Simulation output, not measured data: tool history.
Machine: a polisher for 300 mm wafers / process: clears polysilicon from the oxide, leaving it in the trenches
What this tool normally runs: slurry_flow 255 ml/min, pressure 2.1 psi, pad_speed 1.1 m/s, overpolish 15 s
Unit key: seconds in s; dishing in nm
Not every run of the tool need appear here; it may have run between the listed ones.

run,day,slurry_flow,pressure,pad_speed,overpolish,wafers since the last listed run,wafers polished on this pad,hours since the slurry nozzle was cleaned,hours since the head pressure was calibrated,"incoming thickness of the incoming film, nm",seconds,dishing
1,0,255,2.1,1.1,15,0,829,497,266.3,502.5,37.4,74.6
2,1.896,255,2.1,1.1,15,425,1254,542.5,311.8,508.7,37.6,72.8
3,4.596,255,2.1,1.1,15,605,1859,607.3,376.6,501.9,36.8,73.3
4,5.912,255,2.1,1.1,15,295,2154,638.9,408.2,500.1,37.8,73.7
5,7.567,255,2.1,1.1,15,370,2525,678.6,447.9,502.8,38.2,71.5
6,9.5,255,2.1,1.1,15,433,2959,725,494.3,497.8,39.9,72.5
7,10.812,255,2.1,1.1,15,294,3253,756.5,525.8,502.9,40.8,73.2
# day 11.408: worn pad replaced by a new one
8,12.071,255,2.1,1.1,15,244,148,786.7,556,504.4,35.3,73.1
# day 13.521: slurry nozzle cleaned
9,16.321,255,2.1,1.1,15,943,1092,67.2,658,506,36.9,74.4
10,17.579,255,2.1,1.1,15,282,1374,97.4,688.2,494.6,37.7,75.2
11,18.871,255,2.1,1.1,15,289,1664,128.4,719.2,501,37.8,73.5
12,20.125,255,2.1,1.1,15,281,1945,158.5,749.3,505.2,39.2,73.3
13,21.212,255,2.1,1.1,15,243,2189,184.6,775.4,501.9,39.2,74.2
14,22.375,255,2.1,1.1,15,260,2449,212.5,803.3,499.7,39.4,72.4
15,23.771,255,2.1,1.1,15,312,2762,246,836.8,499.8,37.6,73.2
# day 24.804: worn pad replaced by a new one
16,25.45,330,2.3,1.22,6,339,144,286.3,877.1,499.9,31.1,54.9
17,27.596,190,2.1,1.32,15,481,625,337.8,928.6,503.2,33.5,75.7
18,29.521,205,1.5,1.1,15,431,1057,384,974.8,501.1,49.4,68.2
19,31.9,255,2.1,1.1,15,533,1591,441.1,1031.9,501.3,38.8,72.9
20,33.358,225,2.5,0.82,15,326,1918,476.1,1066.9,506.9,42.7,74.6
21,35.446,255,2.5,1.1,19,468,2386,526.2,1117,507,35.1,79.4
22,37.138,300,1.5,1.28,15,379,2765,566.8,1157.6,495.3,43.7,69.6
23,39.983,255,2.1,1.1,18,638,3403,635.1,1225.9,504.9,41.9,73.6
# day 41.479: worn pad replaced by a new one
# day 42.638: head pressure recalibrated
24,42.671,255,2.3,1.32,18,546,248,699.6,0.8,497.7,30.2,80.1
25,45.55,210,2.1,0.98,15,645,894,768.7,69.9,495.1,40,70.9
26,47.771,195,1.6,0.86,15,497,1392,822,123.2,497,54.5,67.7
27,48.808,325,2.1,1.1,10,232,1624,846.9,148.1,501.4,36,67.3
28,50.796,255,2.1,1.1,15,445,2070,894.6,195.8,502,38.8,72.5
# day 52.712: slurry nozzle cleaned
29,53.404,255,2.1,1.1,15,575,2645,16.6,258.4,510,39.9,69.6
30,54.554,255,2.1,1.1,15,257,2903,44.2,286,493.2,39.4,71.8
# day 56.454: worn pad replaced by a new one
31,57.188,320,2.1,1.1,15,553,164,107.4,349.2,497.2,34.3,75.7
32,58.904,205,2.1,1.1,15,384,549,148.6,390.4,501.3,36.7,74.9
33,60.479,255,2.1,1.1,15,353,902,186.4,428.2,499.6,35.1,73.5
34,62.521,255,2.1,1.1,15,457,1360,235.4,477.2,502.4,37.9,73.6
35,67.946,165,2.1,1.28,23,1216,2576,365.6,607.4,497.6,35.1,81.3

What differs in the tool's unlogged condition from the final listed run ahead of each entry between runs to the first listed run following it?
Logged between run 7 and run 8: worn pad replaced by a new one (day 11.408)
  removal rate lost through wear of the pad, %: 12.4 -> 0.723
  measured less the result without the state, seconds: +5.1 -> +0.3 s; dishing: -2.5 -> -0.1 nm
Logged between run 8 and run 9: slurry nozzle cleaned (day 13.521)
  removal rate lost through wear of the pad, %: 0.723 -> 4.14
  measured less the result without the state, seconds: +0.3 -> +1.5 s; dishing: -0.1 -> -0.7 nm
Logged between run 15 and run 16: worn pad replaced by a new one (day 24.804)
  removal rate lost through wear of the pad, %: 10.1 -> 2.42
  measured less the result without the state, seconds: +3.8 -> +0.7 s; dishing: -1.9 -> -0.7 nm
Logged between run 23 and run 24: worn pad replaced by a new one (day 41.479); head pressure recalibrated (day 42.638)
  removal rate lost through wear of the pad, %: 14.1 -> 1.38
  measured less the result without the state, seconds: +5.9 -> +0.5 s; dishing: -2.1 -> -0.1 nm
Logged between run 28 and run 29: slurry nozzle cleaned (day 52.712)
  removal rate lost through wear of the pad, %: 7.9 -> 10
  measured less the result without the state, seconds: +3.1 -> +4 s; dishing: -1.4 -> -1.8 nm
Logged between run 30 and run 31: worn pad replaced by a new one (day 56.454)
  removal rate lost through wear of the pad, %: 10.9 -> 0.711
  measured less the result without the state, seconds: +4.3 -> +0.3 s; dishing: -2.1 -> -0.2 nm

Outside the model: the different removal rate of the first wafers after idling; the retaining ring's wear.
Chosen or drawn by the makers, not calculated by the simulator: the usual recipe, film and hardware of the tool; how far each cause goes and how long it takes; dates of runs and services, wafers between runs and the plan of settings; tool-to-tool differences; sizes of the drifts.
